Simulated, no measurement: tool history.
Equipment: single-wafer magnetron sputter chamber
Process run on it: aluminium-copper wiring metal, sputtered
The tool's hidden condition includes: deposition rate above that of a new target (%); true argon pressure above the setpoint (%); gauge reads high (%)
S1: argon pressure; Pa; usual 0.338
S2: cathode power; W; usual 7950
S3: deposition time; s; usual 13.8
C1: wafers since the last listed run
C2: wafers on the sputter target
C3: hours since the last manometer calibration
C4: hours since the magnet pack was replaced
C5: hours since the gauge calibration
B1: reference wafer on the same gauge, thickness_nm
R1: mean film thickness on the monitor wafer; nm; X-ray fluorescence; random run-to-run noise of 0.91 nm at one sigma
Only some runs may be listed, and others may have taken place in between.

run	day	S1	S2	S3	C1	C2	C3	C4	C5	B1	R1
1	0	0.446	8800	13.8	0	7170	629.9	3135.6	839.2	211.286	201.218
# day 2.146: sputter target and shields replaced
2	2.512	0.446	8800	13.8	1675	283	690.2	3195.9	899.5	211.136	202.671
3	5.117	0.446	8800	13.8	2002	2285	752.7	3258.4	962	211.063	200.731
4	6.125	0.338	7950	11.9	775	3060	776.9	3282.6	986.2	211.017	163.765
5	7.742	0.338	7950	11.9	1242	4303	815.7	3321.4	1025	210.795	164.519
6	9.962	0.338	7950	13.8	1707	6010	869	3374.7	1078.3	210.829	191.573
# day 11.175: sputter target and shields replaced
7	11.508	0.338	9500	13.8	932	255	906.1	3411.8	1115.4	211.02	230.114
8	14.375	0.338	7950	13.8	2203	2459	974.9	3480.6	1184.2	210.969	189.979
9	16.933	0.338	7950	13.8	1966	4426	1036.3	3542	1245.6	211.127	190.071
10	18.733	0.338	7950	13.8	1383	5810	1079.5	3585.2	1288.8	210.8	191.207
# day 20.021: sputter target and shields replaced
# day 20.412: gauge calibrated
11	21.592	0.422	6400	16.4	1941	1206	1148.1	3653.8	28.3	211.315	174.678
12	23.846	0.338	7950	13.8	1733	2939	1202.2	3707.9	82.4	210.448	189.955
# day 29.404: magnet pack replaced
# day 31.271: sputter target and shields replaced
13	32.317	0.338	7950	13.8	5999	802	1405.5	69.9	285.7	211.045	189.617
14	34.275	0.453	7950	13.8	1505	2308	1452.5	116.9	332.7	211.469	178.835
15	35.683	0.286	8700	11.8	1082	3390	1486.3	150.7	366.5	210.858	181.689
# day 36.962: capacitance manometer re-zeroed and calibrated
16	37.075	0.422	6600	13.8	813	4204	2.7	184.1	399.9	211.552	156.173

Expected results for the next run?
17	39.85	0.338	7950	13.8	2133	6338	69.3	250.7	466.5	?	?

B1: 210.698
R1: 194.036 nm
On a tool with no hidden condition, and with the same random variation, this run would have come out at R1 193.736 nm.
